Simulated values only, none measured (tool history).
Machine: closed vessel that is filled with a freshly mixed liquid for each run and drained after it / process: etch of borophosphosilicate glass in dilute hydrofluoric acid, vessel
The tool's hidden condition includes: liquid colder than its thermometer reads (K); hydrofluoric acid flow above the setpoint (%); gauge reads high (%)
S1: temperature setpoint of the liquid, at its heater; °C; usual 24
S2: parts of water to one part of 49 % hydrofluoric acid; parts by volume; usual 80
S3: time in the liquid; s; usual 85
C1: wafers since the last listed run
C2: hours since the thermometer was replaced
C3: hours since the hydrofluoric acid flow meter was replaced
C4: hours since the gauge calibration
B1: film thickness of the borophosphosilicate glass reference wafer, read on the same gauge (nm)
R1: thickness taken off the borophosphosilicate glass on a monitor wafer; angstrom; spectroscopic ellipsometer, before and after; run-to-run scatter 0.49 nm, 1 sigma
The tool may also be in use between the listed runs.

run 1 hour=0 | S1=24 S2=80 S3=85 | C1=0 C2=1122.7 C3=848.9 C4=908.5 | B1=80 | R1=575.1
-- hour=43.5 gauge calibrated
run 2 hour=55.6 | S1=24 S2=80 S3=85 | C1=4677 C2=1178.3 C3=904.5 C4=12.1 | B1=80.03 | R1=573.5
run 3 hour=128.5 | S1=24 S2=80 S3=85 | C1=6132 C2=1251.2 C3=977.4 C4=85 | B1=80.02 | R1=567
run 4 hour=215.5 | S1=24 S2=80 S3=65 | C1=7318 C2=1338.2 C3=1064.4 C4=172 | B1=80.01 | R1=440.7
run 5 hour=309.3 | S1=24 S2=80 S3=65 | C1=7890 C2=1432 C3=1158.2 C4=265.8 | B1=79.98 | R1=440.2
run 6 hour=404.7 | S1=24 S2=80 S3=65 | C1=8025 C2=1527.4 C3=1253.6 C4=361.2 | B1=80.02 | R1=448.7
run 7 hour=488.1 | S1=21 S2=80 S3=85 | C1=7015 C2=1610.8 C3=1337 C4=444.6 | B1=79.99 | R1=515.4
-- hour=676.8 thermometer replaced
run 8 hour=759.1 | S1=21 S2=80 S3=85 | C1=22712 C2=82.3 C3=1608 C4=715.6 | B1=79.99 | R1=526.4
run 9 hour=799.3 | S1=24 S2=80 S3=85 | C1=3381 C2=122.5 C3=1648.2 C4=755.8 | B1=79.98 | R1=591.7
-- hour=825.2 hydrofluoric acid flow meter replaced
run 10 hour=868.5 | S1=20.5 S2=60 S3=85 | C1=5737 C2=191.7 C3=43.3 C4=825 | B1=79.99 | R1=636.8
-- hour=894.4 gauge calibrated
run 11 hour=905.8 | S1=27 S2=65 S3=85 | C1=3137 C2=229 C3=80.6 C4=11.4 | B1=79.99 | R1=780.5
run 12 hour=974.7 | S1=26 S2=110 S3=65 | C1=5796 C2=297.9 C3=149.5 C4=80.3 | B1=80.01 | R1=316.9
run 13 hour=1070.4 | S1=26 S2=80 S3=130 | C1=8050 C2=393.6 C3=245.2 C4=176 | B1=80 | R1=911
run 14 hour=1168.2 | S1=24 S2=80 S3=85 | C1=8227 C2=491.4 C3=343 C4=273.8 | B1=80.01 | R1=549.9
run 15 hour=1215.6 | S1=21.5 S2=100 S3=85 | C1=3987 C2=538.8 C3=390.4 C4=321.2 | B1=79.99 | R1=389.1
run 16 hour=1296.4 | S1=24 S2=80 S3=85 | C1=6797 C2=619.6 C3=471.2 C4=402 | B1=80.02 | R1=550.3
run 17 hour=1358.1 | S1=24 S2=110 S3=85 | C1=5190 C2=681.3 C3=532.9 C4=463.7 | B1=80.01 | R1=390.8

Forecast each of these 5 alternatives for the next run:
run A hour=1358.8 | S1=24 S2=80 S3=85 | C1=58 C2=682 C3=533.6 C4=464.4 | B1=? | R1=?
run B hour=1358.8 | S1=28 S2=100 S3=125 | C1=58 C2=682 C3=533.6 C4=464.4 | B1=? | R1=?
run C hour=1358.8 | S1=24 S2=50 S3=130 | C1=58 C2=682 C3=533.6 C4=464.4 | B1=? | R1=?
run D hour=1358.8 | S1=26.5 S2=80 S3=85 | C1=58 C2=682 C3=533.6 C4=464.4 | B1=? | R1=?
run E hour=1358.8 | S1=24 S2=60 S3=130 | C1=58 C2=682 C3=533.6 C4=464.4 | B1=? | R1=?

run=A B1=79.99 R1=555.5
run=B B1=79.99 R1=745.8
run=C B1=79.99 R1=1411.3
run=D B1=79.99 R1=613.8
run=E B1=79.99 R1=1161.2
Without the tool's unlogged condition, the same runs would have read:
run=A R1=530.4
run=B R1=711.1
run=C R1=1349.4
run=D R1=585.9
run=E R1=1109.8
